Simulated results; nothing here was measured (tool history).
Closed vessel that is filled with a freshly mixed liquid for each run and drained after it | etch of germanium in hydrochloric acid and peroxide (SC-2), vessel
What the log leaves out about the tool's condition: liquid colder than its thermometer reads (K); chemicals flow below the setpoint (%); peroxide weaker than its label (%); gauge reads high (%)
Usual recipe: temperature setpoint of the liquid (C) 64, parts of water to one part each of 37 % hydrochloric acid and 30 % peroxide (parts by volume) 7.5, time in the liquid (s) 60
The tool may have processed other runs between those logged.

run   hour  temperature setpoint of the liquid (C)  parts of water to one part each of 37 % hydrochloric acid and 30 % peroxide (parts by volume)  time in the liquid (s)  wafers since the last listed run  hours since the thermometer was replaced  hours since the chemicals flow meter was replaced  hours since the drum of peroxide was connected  hours since the gauge calibration  read-back film thickness of the germanium reference wafer, read on the same gauge (nm)  thickness taken off the germanium on a monitor wafer (angstrom)
  1      0                                    68.5                                                                                              9                      60                                 0                                     421.5                                              536.5                                            26.1                             1335.3                                                                                   89.99                                                           2158.8
       7.8  -- chemicals flow meter replaced
  2   88.4                                    68.5                                                                                              9                      60                             13173                                     509.9                                               80.6                                           114.5                             1423.7                                                                                   90.01                                                           2151.8
  3    140                                    68.5                                                                                              9                      60                              7777                                     561.5                                              132.2                                           166.1                             1475.3                                                                                      90                                                             2148
  4  228.4                                      64                                                                                            7.5                      75                             13324                                     649.9                                              220.6                                           254.5                             1563.7                                                                                   90.01                                                           2381.5
  5  265.3                                      64                                                                                            7.5                      75                              5561                                     686.8                                              257.5                                           291.4                             1600.6                                                                                   90.01                                                           2401.3
  6  518.9                                      64                                                                                            7.5                      65                             38223                                     940.4                                              511.1                                             545                             1854.2                                                                                   89.98                                                           2062.7
  7  570.4                                      64                                                                                            5.5                      60                              7762                                     991.9                                              562.6                                           596.5                             1905.7                                                                                   90.02                                                           1926.4
     573.8  -- chemicals flow meter replaced
     618.4  -- gauge calibrated
  8  664.3                                      64                                                                                              5                      60                             14002                                    1085.8                                               90.5                                           690.4                               45.9                                                                                   89.98                                                           1935.8
  9  710.3                                      64                                                                                              5                      60                              6933                                    1131.8                                              136.5                                           736.4                               91.9                                                                                   89.99                                                             1931
 10  774.2                                      64                                                                                              5                      60                              9631                                    1195.7                                              200.4                                           800.3                              155.8                                                                                   90.01                                                           1934.4
 11  850.3                                    68.5                                                                                              9                      60                             11470                                    1271.8                                              276.5                                           876.4                              231.9                                                                                   90.01                                                           2102.2
 12  928.7                                    57.5                                                                                            4.5                      30                             11816                                    1350.2                                              354.9                                           954.8                              310.3                                                                                   90.01                                                            791.3

Run 13 comes next. What will it give?
 13  983.3                                      61                                                                                            7.5                      60                              8229                                    1404.8                                              409.5                                          1009.4                              364.9                                                                                       ?                                                                ?

read-back film thickness of the germanium reference wafer, read on the same gauge (nm): 90.01
thickness taken off the germanium on a monitor wafer (angstrom): 1715.1
Were there no unlogged condition in the tool, this run, its random variation unchanged, would have produced thickness taken off the germanium on a monitor wafer (angstrom) 1778.8.

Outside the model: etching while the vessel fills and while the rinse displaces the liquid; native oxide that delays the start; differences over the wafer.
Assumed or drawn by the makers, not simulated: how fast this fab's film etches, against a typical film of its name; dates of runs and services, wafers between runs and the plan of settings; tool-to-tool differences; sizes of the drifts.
